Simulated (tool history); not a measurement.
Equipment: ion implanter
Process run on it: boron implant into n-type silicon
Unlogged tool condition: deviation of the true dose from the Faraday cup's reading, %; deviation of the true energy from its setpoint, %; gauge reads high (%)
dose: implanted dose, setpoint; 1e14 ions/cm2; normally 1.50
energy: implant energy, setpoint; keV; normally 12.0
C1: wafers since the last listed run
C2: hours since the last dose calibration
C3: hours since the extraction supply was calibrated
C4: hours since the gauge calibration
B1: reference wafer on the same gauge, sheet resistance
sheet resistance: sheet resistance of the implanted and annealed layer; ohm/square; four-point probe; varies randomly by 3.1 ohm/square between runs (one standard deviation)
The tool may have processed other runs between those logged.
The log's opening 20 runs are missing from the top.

Run 21, hour 216.8: usual settings but dose 1.32 1e14 ions/cm2, energy 14.5 keV; C1 153; C2 73.2; C3 68.7; C4 40.9; B1 628.48. Result: sheet resistance 656.73 ohm/square.
Run 22, hour 254.0: usual settings; C1 511; C2 110.4; C3 105.9; C4 78.1; B1 628.94. Result: sheet resistance 609.60 ohm/square.
Run 23, hour 262.3: usual settings but dose 1.16 1e14 ions/cm2; C1 114; C2 118.7; C3 114.2; C4 86.4; B1 629.62. Result: sheet resistance 741.70 ohm/square.
Run 24, hour 268.8: usual settings but dose 1.93 1e14 ions/cm2; C1 89; C2 125.2; C3 120.7; C4 92.9; B1 629.18. Result: sheet resistance 494.38 ohm/square.
Run 25, hour 286.6: usual settings; C1 244; C2 143.0; C3 138.5; C4 110.7; B1 628.85. Result: sheet resistance 604.72 ohm/square.
Run 26, hour 299.2: usual settings but dose 1.09 1e14 ions/cm2, energy 15.0 keV; C1 173; C2 155.6; C3 151.1; C4 123.3; B1 629.06. Result: sheet resistance 757.06 ohm/square.
Run 27, hour 312.7: usual settings but dose 1.29 1e14 ions/cm2, energy 13.5 keV; C1 185; C2 169.1; C3 164.6; C4 136.8; B1 628.84. Result: sheet resistance 669.28 ohm/square.
Run 28, hour 327.2: usual settings but dose 1.88 1e14 ions/cm2, energy 15.0 keV; C1 199; C2 183.6; C3 179.1; C4 151.3; B1 629.61. Result: sheet resistance 486.30 ohm/square.
Run 29, hour 334.4: usual settings but dose 1.30 1e14 ions/cm2, energy 10.5 keV; C1 98; C2 190.8; C3 186.3; C4 158.5; B1 629.19. Result: sheet resistance 689.24 ohm/square.
Run 30, hour 346.8: usual settings but dose 1.06 1e14 ions/cm2, energy 10.0 keV; C1 170; C2 203.2; C3 198.7; C4 170.9; B1 628.86. Result: sheet resistance 810.72 ohm/square.

5 ways to go on from here, each from the tool as it stands after run 30. What would each give?
Run A, hour 347.2: usual settings; C1 5; C2 203.6; C3 199.1; C4 171.3; B1 ?. Result: sheet resistance ?.
Run B, hour 347.2: usual settings but dose 1.83 1e14 ions/cm2, energy 16.0 keV; C1 5; C2 203.6; C3 199.1; C4 171.3; B1 ?. Result: sheet resistance ?.
Run C, hour 347.2: usual settings but dose 1.65 1e14 ions/cm2, energy 9.5 keV; C1 5; C2 203.6; C3 199.1; C4 171.3; B1 ?. Result: sheet resistance ?.
Run D, hour 347.2: usual settings but dose 1.68 1e14 ions/cm2, energy 13.0 keV; C1 5; C2 203.6; C3 199.1; C4 171.3; B1 ?. Result: sheet resistance ?.
Run E, hour 347.2: usual settings but dose 1.11 1e14 ions/cm2, energy 13.5 keV; C1 5; C2 203.6; C3 199.1; C4 171.3; B1 ?. Result: sheet resistance ?.

run      B1  sheet resistance
  A  628.43            601.94
  B  628.43            493.31
  C  628.43            574.15
  D  628.43            543.48
  E  628.43            753.27
Stripped of hidden state, with their random variation kept, the same runs would have yielded:
run  sheet resistance
  A            608.02
  B            498.33
  C            579.96
  D            549.02
  E            760.64

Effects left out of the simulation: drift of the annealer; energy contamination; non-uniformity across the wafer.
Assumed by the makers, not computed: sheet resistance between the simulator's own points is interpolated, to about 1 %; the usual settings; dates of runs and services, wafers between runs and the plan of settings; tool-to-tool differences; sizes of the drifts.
